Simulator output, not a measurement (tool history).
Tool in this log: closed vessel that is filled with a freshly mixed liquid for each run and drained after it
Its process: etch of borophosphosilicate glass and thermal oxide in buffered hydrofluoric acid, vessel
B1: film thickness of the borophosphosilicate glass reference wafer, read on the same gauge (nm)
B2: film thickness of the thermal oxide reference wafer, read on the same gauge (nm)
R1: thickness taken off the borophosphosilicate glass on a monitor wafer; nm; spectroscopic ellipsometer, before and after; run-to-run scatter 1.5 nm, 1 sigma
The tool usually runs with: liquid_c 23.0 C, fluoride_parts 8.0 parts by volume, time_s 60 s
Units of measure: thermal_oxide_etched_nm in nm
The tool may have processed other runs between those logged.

{"run": 1, "hour": 0.0, "liquid_c": 23.0, "fluoride_parts": 8.0, "time_s": 60, "B1": 70.02, "B2": 120.0, "R1": 165.89, "thermal_oxide_etched_nm": 86.14}
{"run": 2, "hour": 159.5, "liquid_c": 23.0, "fluoride_parts": 8.0, "time_s": 60, "B1": 70.0, "B2": 120.02, "R1": 169.28, "thermal_oxide_etched_nm": 86.59}
{"run": 3, "hour": 341.9, "liquid_c": 23.0, "fluoride_parts": 8.0, "time_s": 60, "B1": 70.02, "B2": 120.02, "R1": 167.81, "thermal_oxide_etched_nm": 87.46}
{"run": 4, "hour": 393.7, "liquid_c": 23.0, "fluoride_parts": 8.0, "time_s": 60, "B1": 70.0, "B2": 120.0, "R1": 167.87, "thermal_oxide_etched_nm": 87.09}
{"run": 5, "hour": 483.0, "liquid_c": 23.0, "fluoride_parts": 8.0, "time_s": 60, "B1": 69.98, "B2": 119.99, "R1": 165.45, "thermal_oxide_etched_nm": 88.88}
{"run": 6, "hour": 671.8, "liquid_c": 23.0, "fluoride_parts": 8.0, "time_s": 60, "B1": 69.99, "B2": 120.0, "R1": 169.5, "thermal_oxide_etched_nm": 90.32}
{"run": 7, "hour": 722.4, "liquid_c": 23.0, "fluoride_parts": 8.0, "time_s": 60, "B1": 70.01, "B2": 119.99, "R1": 172.35, "thermal_oxide_etched_nm": 90.64}
{"run": 8, "hour": 808.7, "liquid_c": 23.0, "fluoride_parts": 8.0, "time_s": 60, "B1": 70.0, "B2": 120.01, "R1": 171.46, "thermal_oxide_etched_nm": 90.36}
{"run": 9, "hour": 886.9, "liquid_c": 23.0, "fluoride_parts": 8.0, "time_s": 75, "B1": 69.96, "B2": 120.0, "R1": 218.93, "thermal_oxide_etched_nm": 113.64}
{"run": 10, "hour": 984.4, "liquid_c": 23.0, "fluoride_parts": 8.0, "time_s": 60, "B1": 70.0, "B2": 119.98, "R1": 173.43, "thermal_oxide_etched_nm": 92.26}
{"run": 11, "hour": 1034.4, "liquid_c": 23.0, "fluoride_parts": 8.0, "time_s": 60, "B1": 70.01, "B2": 119.99, "R1": 172.6, "thermal_oxide_etched_nm": 91.08}
{"run": 12, "hour": 1138.6, "liquid_c": 23.0, "fluoride_parts": 8.0, "time_s": 60, "B1": 69.97, "B2": 119.98, "R1": 173.05, "thermal_oxide_etched_nm": 91.44}
{"hour": 1167.9, "done": "thermometer replaced"}
{"hour": 1208.2, "done": "gauge calibrated"}
{"run": 13, "hour": 1242.0, "liquid_c": 23.0, "fluoride_parts": 8.0, "time_s": 85, "B1": 70.03, "B2": 120.04, "R1": 246.64, "thermal_oxide_etched_nm": 129.75}
{"run": 14, "hour": 1280.9, "liquid_c": 23.0, "fluoride_parts": 9.5, "time_s": 75, "B1": 70.04, "B2": 119.99, "R1": 184.88, "thermal_oxide_etched_nm": 96.54}
{"run": 15, "hour": 1368.1, "liquid_c": 18.5, "fluoride_parts": 8.0, "time_s": 60, "B1": 69.99, "B2": 120.02, "R1": 139.86, "thermal_oxide_etched_nm": 70.88}
{"hour": 1372.0, "done": "hydrofluoric acid flow meter replaced"}
{"run": 16, "hour": 1411.4, "liquid_c": 25.5, "fluoride_parts": 7.0, "time_s": 90, "B1": 69.98, "B2": 120.0, "R1": 316.0, "thermal_oxide_etched_nm": 164.68}
{"run": 17, "hour": 1492.8, "liquid_c": 23.0, "fluoride_parts": 9.0, "time_s": 90, "B1": 70.01, "B2": 120.0, "R1": 209.09, "thermal_oxide_etched_nm": 109.28}
{"run": 18, "hour": 1534.9, "liquid_c": 25.5, "fluoride_parts": 10.0, "time_s": 35, "B1": 70.01, "B2": 120.0, "R1": 86.34, "thermal_oxide_etched_nm": 45.03}
{"run": 19, "hour": 1625.4, "liquid_c": 23.0, "fluoride_parts": 8.0, "time_s": 60, "B1": 69.98, "B2": 120.03, "R1": 161.13, "thermal_oxide_etched_nm": 84.03}
{"run": 20, "hour": 1724.4, "liquid_c": 23.0, "fluoride_parts": 6.5, "time_s": 85, "B1": 69.99, "B2": 119.97, "R1": 278.88, "thermal_oxide_etched_nm": 146.3}
{"run": 21, "hour": 1793.0, "liquid_c": 20.5, "fluoride_parts": 8.0, "time_s": 60, "B1": 70.03, "B2": 120.0, "R1": 139.71, "thermal_oxide_etched_nm": 73.42}
{"run": 22, "hour": 1840.6, "liquid_c": 23.0, "fluoride_parts": 8.0, "time_s": 60, "B1": 69.99, "B2": 120.01, "R1": 158.19, "thermal_oxide_etched_nm": 84.41}
{"run": 23, "hour": 1877.8, "liquid_c": 23.0, "fluoride_parts": 8.0, "time_s": 60, "B1": 69.99, "B2": 120.01, "R1": 162.4, "thermal_oxide_etched_nm": 84.3}
{"run": 24, "hour": 1914.2, "liquid_c": 23.0, "fluoride_parts": 8.0, "time_s": 45, "B1": 69.98, "B2": 120.02, "R1": 121.13, "thermal_oxide_etched_nm": 63.55}
{"run": 25, "hour": 2176.0, "liquid_c": 26.5, "fluoride_parts": 5.5, "time_s": 80, "B1": 69.97, "B2": 119.98, "R1": 374.33, "thermal_oxide_etched_nm": 194.85}

3 options for the next run, each taken on its own from the tool as it stands now. Forecast them:
{"run": "A", "hour": 2176.7, "liquid_c": 23.0, "fluoride_parts": 10.0, "time_s": 60, "B1": "?", "B2": "?", "R1": "?", "thermal_oxide_etched_nm": "?"}
{"run": "B", "hour": 2176.7, "liquid_c": 27.5, "fluoride_parts": 6.0, "time_s": 40, "B1": "?", "B2": "?", "R1": "?", "thermal_oxide_etched_nm": "?"}
{"run": "C", "hour": 2176.7, "liquid_c": 27.5, "fluoride_parts": 6.5, "time_s": 60, "B1": "?", "B2": "?", "R1": "?", "thermal_oxide_etched_nm": "?"}

run=A B1=69.98 B2=120.00 R1=133.23 thermal_oxide_etched_nm=68.74
run=B B1=69.98 B2=120.00 R1=184.24 thermal_oxide_etched_nm=94.67
run=C B1=69.98 B2=120.00 R1=257.70 thermal_oxide_etched_nm=132.62
With the hidden condition removed and each run's random variation left untouched, the same runs would have given:
run=A R1=129.08 thermal_oxide_etched_nm=66.63
run=B R1=176.49 thermal_oxide_etched_nm=90.78
run=C R1=246.69 thermal_oxide_etched_nm=127.06
